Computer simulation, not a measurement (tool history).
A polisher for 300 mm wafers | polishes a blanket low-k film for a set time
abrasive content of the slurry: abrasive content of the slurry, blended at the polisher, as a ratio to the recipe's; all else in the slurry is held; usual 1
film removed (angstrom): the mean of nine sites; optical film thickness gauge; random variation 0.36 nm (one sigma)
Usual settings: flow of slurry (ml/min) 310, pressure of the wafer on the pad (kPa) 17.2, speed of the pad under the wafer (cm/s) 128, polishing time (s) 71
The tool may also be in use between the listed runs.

run   hour  flow of slurry (ml/min)  pressure of the wafer on the pad (kPa)  speed of the pad under the wafer (cm/s)  abrasive content of the slurry  polishing time (s)  wafers since the last listed run  wafers polished on this pad  hours since the slurry nozzle was cleaned  hours since the head pressure was calibrated  hours since the slurry blender was calibrated  hours since the conditioning disc was replaced  incoming thickness of the incoming film, nm  film removed (angstrom)
  1      0                      310                                    17.2                                      128                               1                  71                                 0                          509                                        223                                           554                                          209.1                                            49.2                                        688.7                      423
      23.9  -- slurry blender recalibrated
  2   29.5                      310                                    17.2                                      128                               1                  71                               160                          670                                      252.5                                         583.5                                            5.6                                            78.7                                        674.3                      428
  3     91                      310                                    17.2                                      128                               1                  71                               360                         1030                                        314                                           645                                           67.1                                           140.2                                        670.7                      430
      97.5  -- worn pad replaced by a new one
  4  143.9                      310                                    17.2                                      104                               1                  71                               286                          271                                      366.9                                         697.9                                            120                                           193.1                                        673.8                      373
  5  210.4                      310                                    17.2                                      104                               1                  71                               389                          661                                      433.4                                         764.4                                          186.5                                           259.6                                        688.4                      383
     241.7  -- slurry blender recalibrated
     247.9  -- head pressure recalibrated
       263  -- conditioning disc replaced and pad reconditioned
  6  272.3                      310                                      20                                      128                               1                  71                               327                          988                                      495.3                                          24.4                                           30.6                                             9.3                                        675.2                      476
  7  334.7                      310                                      20                                      128                               1                  71                               365                         1353                                      557.7                                          86.8                                             93                                            71.7                                        674.6                      480
     347.4  -- worn pad replaced by a new one
     382.5  -- slurry nozzle cleaned
  8  442.5                      340                                    17.2                                      108                             1.2                  55                               601                          550                                         60                                         194.6                                          200.8                                           179.5                                          672                      308
     464.6  -- slurry blender recalibrated
  9    474                      310                                    17.2                                      128                               1                  71                               172                          723                                       91.5                                         226.1                                            9.4                                             211                                          672                      414
 10  503.4                      310                                      11                                      150                               1                  71                               172                          895                                      120.9                                         255.5                                           38.8                                           240.4                                        676.5                      302
       541  -- worn pad replaced by a new one
 11  561.9                      310                                    17.2                                      128                               1                  71                               319                          122                                      179.4                                           314                                           97.3                                           298.9                                          668                      423
     590.4  -- conditioning disc replaced and pad reconditioned
 12    608                      310                                    11.7                                      128                               1                  61                               258                          380                                      225.5                                         360.1                                          143.4                                            17.6                                        679.9                      245
 13  656.6                      310                                    20.7                                      150                            1.15                  71                               284                          665                                      274.1                                         408.7                                            192                                            66.2                                        687.8                      626
 14  682.5                      310                                    22.8                                      128                               1                  71                               151                          816                                        300                                         434.6                                          217.9                                            92.1                                        669.6                      564

How the hidden state differs across the entries between the runs, from the last listed run before each to the first after it:
Between runs 1 and 2: slurry blender recalibrated (hour 23.9)
  deviation of the head's pressure from its setpoint, %: 4.13 -> 4.85
  measured less the result without the state, film removed (angstrom): +17 -> +20
Between runs 3 and 4: worn pad replaced by a new one (hour 97.5)
  deviation of the head's pressure from its setpoint, %: 6.45 -> 7.96
  measured less the result without the state, film removed (angstrom): +26 -> +28
Between runs 5 and 6: slurry blender recalibrated (hour 241.7); head pressure recalibrated (hour 247.9); conditioning disc replaced and pad reconditioned (hour 263)
  deviation of the head's pressure from its setpoint, %: 10 -> 0.916
  measured less the result without the state, film removed (angstrom): +35 -> +4
Between runs 7 and 8: worn pad replaced by a new one (hour 347.4); slurry nozzle cleaned (hour 382.5)
  deviation of the head's pressure from its setpoint, %: 1.06 -> 1.71
  measured less the result without the state, film removed (angstrom): +5 -> +5
Between runs 8 and 9: slurry blender recalibrated (hour 464.6)
  deviation of the head's pressure from its setpoint, %: 1.71 -> 1.99
  measured less the result without the state, film removed (angstrom): +5 -> +8
Between runs 10 and 11: worn pad replaced by a new one (hour 541)
  deviation of the head's pressure from its setpoint, %: 2.29 -> 3
  measured less the result without the state, film removed (angstrom): +6 -> +13
Between runs 11 and 12: conditioning disc replaced and pad reconditioned (hour 590.4)
  deviation of the head's pressure from its setpoint, %: 3 -> 3.66
  measured less the result without the state, film removed (angstrom): +13 -> +9

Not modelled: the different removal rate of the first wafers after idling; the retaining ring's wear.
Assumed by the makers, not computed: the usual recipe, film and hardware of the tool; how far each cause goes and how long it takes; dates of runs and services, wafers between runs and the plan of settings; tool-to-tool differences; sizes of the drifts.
